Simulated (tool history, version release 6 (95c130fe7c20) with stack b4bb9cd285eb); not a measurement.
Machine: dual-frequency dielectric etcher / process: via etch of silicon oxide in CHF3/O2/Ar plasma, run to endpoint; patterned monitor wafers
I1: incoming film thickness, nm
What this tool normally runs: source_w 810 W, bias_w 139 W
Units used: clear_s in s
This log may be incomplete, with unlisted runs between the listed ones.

Run 1, hour 0: usual settings; I1 618.7. Result: clear_s 290 s.
Run 2, hour 16.5: usual settings; I1 617.8. Result: clear_s 292.5 s.
Run 3, hour 37.4: usual settings; I1 612.9. Result: clear_s 290.7 s.
Run 4, hour 69.6: usual settings; I1 613.7. Result: clear_s 292 s.
Run 5, hour 90: usual settings; I1 612.4. Result: clear_s 290.9 s.
At hour 130.3: wet clean of the chamber.
Run 6, hour 130.8: usual settings; I1 616.1. Result: clear_s 281 s.
Run 7, hour 195.4: usual settings but source_w 860 W; I1 612.9. Result: clear_s 276.2 s.
Run 8, hour 231: usual settings but source_w 860 W; I1 616. Result: clear_s 279.4 s.
Run 9, hour 251.5: usual settings; I1 615.6. Result: clear_s 283.6 s.
Run 10, hour 275: usual settings; I1 614. Result: clear_s 284.2 s.
Run 11, hour 289.9: usual settings but source_w 720 W, bias_w 165 W; I1 618.8. Result: clear_s 281.8 s.
Run 12, hour 322.6: usual settings but source_w 720 W, bias_w 165 W; I1 622.1. Result: clear_s 285 s.
Run 13, hour 353.3: usual settings but source_w 720 W, bias_w 165 W; I1 613.6. Result: clear_s 280.9 s.
Run 14, hour 368.9: usual settings; I1 611.4. Result: clear_s 283.7 s.
Run 15, hour 386.7: usual settings; I1 616.2. Result: clear_s 287.1 s.
Run 16, hour 418.9: usual settings but source_w 610 W, bias_w 120 W; I1 610.1. Result: clear_s 315.9 s.
Run 17, hour 517.8: usual settings; I1 613. Result: clear_s 286.8 s.
Run 18, hour 538: usual settings but source_w 890 W, bias_w 170 W; I1 617.7. Result: clear_s 269.6 s.
Run 19, hour 572.5: usual settings but source_w 610 W; I1 610.8. Result: clear_s 308.2 s.
Run 20, hour 599: usual settings but source_w 750 W; I1 616.5. Result: clear_s 298.2 s.
Run 21, hour 613.1: usual settings; I1 614. Result: clear_s 289.4 s.
At hour 647.7: upper electrode replaced.
At hour 648.7: bias power generator calibrated.
Run 22, hour 649.2: usual settings but source_w 700 W; I1 612.5. Result: clear_s 301.5 s.
Run 23, hour 668: usual settings but source_w 710 W, bias_w 151 W; I1 609.8. Result: clear_s 296.1 s.
Run 24, hour 681.9: usual settings but source_w 740 W, bias_w 112 W; I1 609.4. Result: clear_s 311.1 s.
At hour 711.6: wet clean of the chamber.
At hour 756.3: source power generator calibrated.
Run 25, hour 785.5: usual settings but source_w 720 W, bias_w 149 W; I1 616.4. Result: clear_s 285.4 s.
Run 26, hour 803.9: usual settings but source_w 680 W; I1 613.4. Result: clear_s 294.9 s.
Run 27, hour 826.5: usual settings but bias_w 169 W; I1 620. Result: clear_s 273.3 s.
Run 28, hour 854: usual settings; I1 616.6. Result: clear_s 283.9 s.
Run 29, hour 878.7: usual settings; I1 617.5. Result: clear_s 285.4 s.
Run 30, hour 897.7: usual settings but source_w 660 W, bias_w 119 W; I1 617.4. Result: clear_s 311.6 s.
Run 31, hour 915.7: usual settings but source_w 890 W; I1 614.3. Result: clear_s 278.6 s.
Run 32, hour 949.8: usual settings but source_w 710 W; I1 614. Result: clear_s 293.4 s.
Run 33, hour 969: usual settings but source_w 690 W; I1 613.7. Result: clear_s 297.7 s.
Run 34, hour 981.1: usual settings but source_w 700 W, bias_w 124 W; I1 608.9. Result: clear_s 303.3 s.
Run 35, hour 993.4: usual settings but bias_w 125 W; I1 607.6. Result: clear_s 291.3 s.
Run 36, hour 1012.9: usual settings but source_w 740 W, bias_w 130 W; I1 617.6. Result: clear_s 301.1 s.

Below are 3 alternative next runs, each starting from the tool's condition after run 36. Predict each:
Run A, hour 1013.4: usual settings; I1 613.4. Result: clear_s ?.
Run B, hour 1013.4: usual settings but source_w 950 W, bias_w 163 W; I1 613.4. Result: clear_s ?.
Run C, hour 1013.4: usual settings but source_w 1000 W, bias_w 156 W; I1 613.4. Result: clear_s ?.

run  clear_s
  A    286.4
  B    264.1
  C    263.1
With the hidden condition removed and each run's random variation left untouched, the same runs would have given:
run  clear_s
  A    280.2
  B    258.4
  C    257.5
